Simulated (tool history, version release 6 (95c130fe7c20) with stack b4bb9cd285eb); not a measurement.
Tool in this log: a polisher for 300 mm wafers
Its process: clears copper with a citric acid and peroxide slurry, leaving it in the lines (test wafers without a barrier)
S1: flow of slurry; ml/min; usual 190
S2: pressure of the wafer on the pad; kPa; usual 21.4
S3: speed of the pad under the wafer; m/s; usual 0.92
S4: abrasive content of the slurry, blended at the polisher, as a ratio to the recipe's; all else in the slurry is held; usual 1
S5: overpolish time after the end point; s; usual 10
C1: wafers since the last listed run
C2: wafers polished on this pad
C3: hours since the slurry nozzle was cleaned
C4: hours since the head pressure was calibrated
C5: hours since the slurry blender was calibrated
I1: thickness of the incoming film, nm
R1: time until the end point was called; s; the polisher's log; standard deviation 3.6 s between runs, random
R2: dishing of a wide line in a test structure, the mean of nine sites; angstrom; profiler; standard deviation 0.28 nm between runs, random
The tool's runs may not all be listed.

run 1 hour=0 | S1=190 S2=21.4 S3=0.92 S4=1 S5=10 | C1=0 C2=746 C3=352.3 C4=1009.4 C5=241.4 | I1=349.9 | R1=202.5 R2=135
run 2 hour=13.1 | S1=190 S2=21.4 S3=0.92 S4=1 S5=10 | C1=59 C2=806 C3=365.4 C4=1022.5 C5=254.5 | I1=352.4 | R1=200.6 R2=133
run 3 hour=26.1 | S1=190 S2=21.4 S3=1.16 S4=1 S5=10 | C1=59 C2=865 C3=378.4 C4=1035.5 C5=267.5 | I1=349.2 | R1=161 R2=160
run 4 hour=59.3 | S1=190 S2=21.4 S3=1.16 S4=1 S5=10 | C1=151 C2=1017 C3=411.6 C4=1068.7 C5=300.7 | I1=346.5 | R1=161.2 R2=166
run 5 hour=83.7 | S1=190 S2=21.4 S3=0.84 S4=1 S5=10 | C1=111 C2=1128 C3=436 C4=1093.1 C5=325.1 | I1=350.9 | R1=223.7 R2=118
-- hour=98.6 worn pad replaced by a new one
run 6 hour=99.1 | S1=150 S2=17.9 S3=1.12 S4=1 S5=10 | C1=52 C2=2 C3=451.4 C4=1108.5 C5=340.5 | I1=347.8 | R1=205.1 R2=131
-- hour=107.2 head pressure recalibrated
run 7 hour=132.6 | S1=190 S2=21.4 S3=0.92 S4=1 S5=10 | C1=143 C2=145 C3=484.9 C4=25.4 C5=374 | I1=349.5 | R1=204.1 R2=131
run 8 hour=157.8 | S1=150 S2=15.9 S3=0.92 S4=1.3 S5=6 | C1=115 C2=261 C3=510.1 C4=50.6 C5=399.2 | I1=349.9 | R1=267.7 R2=59
run 9 hour=182.7 | S1=235 S2=25.5 S3=0.92 S4=1 S5=16 | C1=113 C2=374 C3=535 C4=75.5 C5=424.1 | I1=353.5 | R1=172.3 R2=244
run 10 hour=196 | S1=190 S2=21.4 S3=0.92 S4=1 S5=13 | C1=60 C2=435 C3=548.3 C4=88.8 C5=437.4 | I1=353.9 | R1=214.8 R2=154
run 11 hour=228.9 | S1=155 S2=26.2 S3=0.92 S4=1.15 S5=8 | C1=150 C2=585 C3=581.2 C4=121.7 C5=470.3 | I1=349.2 | R1=178.5 R2=115
run 12 hour=263.5 | S1=190 S2=26.2 S3=0.92 S4=1.25 S5=10 | C1=157 C2=743 C3=615.8 C4=156.3 C5=504.9 | I1=351 | R1=168.7 R2=155
-- hour=274 slurry blender recalibrated
run 13 hour=289.1 | S1=190 S2=21.4 S3=0.92 S4=0.8 S5=15 | C1=107 C2=851 C3=641.4 C4=181.9 C5=15.1 | I1=347.4 | R1=229.5 R2=163
run 14 hour=310.3 | S1=190 S2=15.9 S3=0.92 S4=0.9 S5=10 | C1=96 C2=948 C3=662.6 C4=203.1 C5=36.3 | I1=349.5 | R1=293.2 R2=88
run 15 hour=330.2 | S1=240 S2=29 S3=0.92 S4=1 S5=6 | C1=90 C2=1038 C3=682.5 C4=223 C5=56.2 | I1=343.2 | R1=156.3 R2=99
-- hour=344.8 worn pad replaced by a new one
run 16 hour=358.4 | S1=190 S2=21.4 S3=0.92 S4=1 S5=10 | C1=110 C2=61 C3=710.7 C4=251.2 C5=84.4 | I1=355 | R1=244.6 R2=114
-- hour=360.3 slurry nozzle cleaned
run 17 hour=386.3 | S1=150 S2=21.4 S3=0.92 S4=1 S5=10 | C1=122 C2=184 C3=26 C4=279.1 C5=112.3 | I1=348.4 | R1=197.5 R2=132
run 18 hour=401.3 | S1=190 S2=29 S3=1.2 S4=1.3 S5=4 | C1=68 C2=253 C3=41 C4=294.1 C5=127.3 | I1=346.1 | R1=106.2 R2=100
run 19 hour=424.1 | S1=190 S2=17.2 S3=0.84 S4=1.1 S5=10 | C1=104 C2=357 C3=63.8 C4=316.9 C5=150.1 | I1=351.2 | R1=261 R2=107
run 20 hour=457.1 | S1=240 S2=21.4 S3=0.8 S4=1 S5=10 | C1=150 C2=507 C3=96.8 C4=349.9 C5=183.1 | I1=345.9 | R1=209.1 R2=124
run 21 hour=482.6 | S1=150 S2=21.4 S3=1 S4=1.1 S5=10 | C1=116 C2=624 C3=122.3 C4=375.4 C5=208.6 | I1=349.6 | R1=182.4 R2=146
run 22 hour=506.3 | S1=130 S2=21.4 S3=0.92 S4=1 S5=10 | C1=108 C2=732 C3=146 C4=399.1 C5=232.3 | I1=350.4 | R1=207.9 R2=130
run 23 hour=521.6 | S1=150 S2=17.9 S3=1.12 S4=1 S5=10 | C1=69 C2=802 C3=161.3 C4=414.4 C5=247.6 | I1=346.6 | R1=197.4 R2=133
run 24 hour=544.9 | S1=190 S2=21.4 S3=0.92 S4=1 S5=10 | C1=106 C2=908 C3=184.6 C4=437.7 C5=270.9 | I1=347.2 | R1=196.6 R2=133
run 25 hour=574.2 | S1=190 S2=21.4 S3=0.92 S4=1 S5=10 | C1=133 C2=1042 C3=213.9 C4=467 C5=300.2 | I1=345.1 | R1=193.8 R2=131
-- hour=582.4 worn pad replaced by a new one
run 26 hour=609.3 | S1=190 S2=21.4 S3=0.66 S4=1.1 S5=10 | C1=141 C2=122 C3=249 C4=502.1 C5=335.3 | I1=346.2 | R1=270.1 R2=101
run 27 hour=635.4 | S1=150 S2=21.4 S3=0.64 S4=0.9 S5=10 | C1=119 C2=241 C3=275.1 C4=528.2 C5=361.4 | I1=352.2 | R1=301.7 R2=90
run 28 hour=664.5 | S1=230 S2=21.4 S3=0.92 S4=1 S5=10 | C1=132 C2=374 C3=304.2 C4=557.3 C5=390.5 | I1=345 | R1=187.4 R2=140

For each run, what was the tool's unlogged condition?
removal rate lost through wear of the pad, %: 0, the same for each run
deviation of the head's pressure from its setpoint, %: 0, the same for each run
abrasive missing from the slurry, %: 0, the same for each run
H1: slurry flow missing at the pad, %
run=1 H1=15.9
run=2 H1=16.8
run=3 H1=17.8
run=4 H1=20.5
run=5 H1=22.7
run=6 H1=24.1
run=7 H1=27.3
run=8 H1=29.9
run=9 H1=32.6
run=10 H1=34.1
run=11 H1=37.9
run=12 H1=42.2
run=13 H1=45.5
run=14 H1=48.4
run=15 H1=51.1
run=16 H1=55.2
run=17 H1=0.0897
run=18 H1=0.193
run=19 H1=0.44
run=20 H1=0.987
run=21 H1=1.56
run=22 H1=2.22
run=23 H1=2.7
run=24 H1=3.54
run=25 H1=4.74
run=26 H1=6.42
run=27 H1=7.83
run=28 H1=9.57
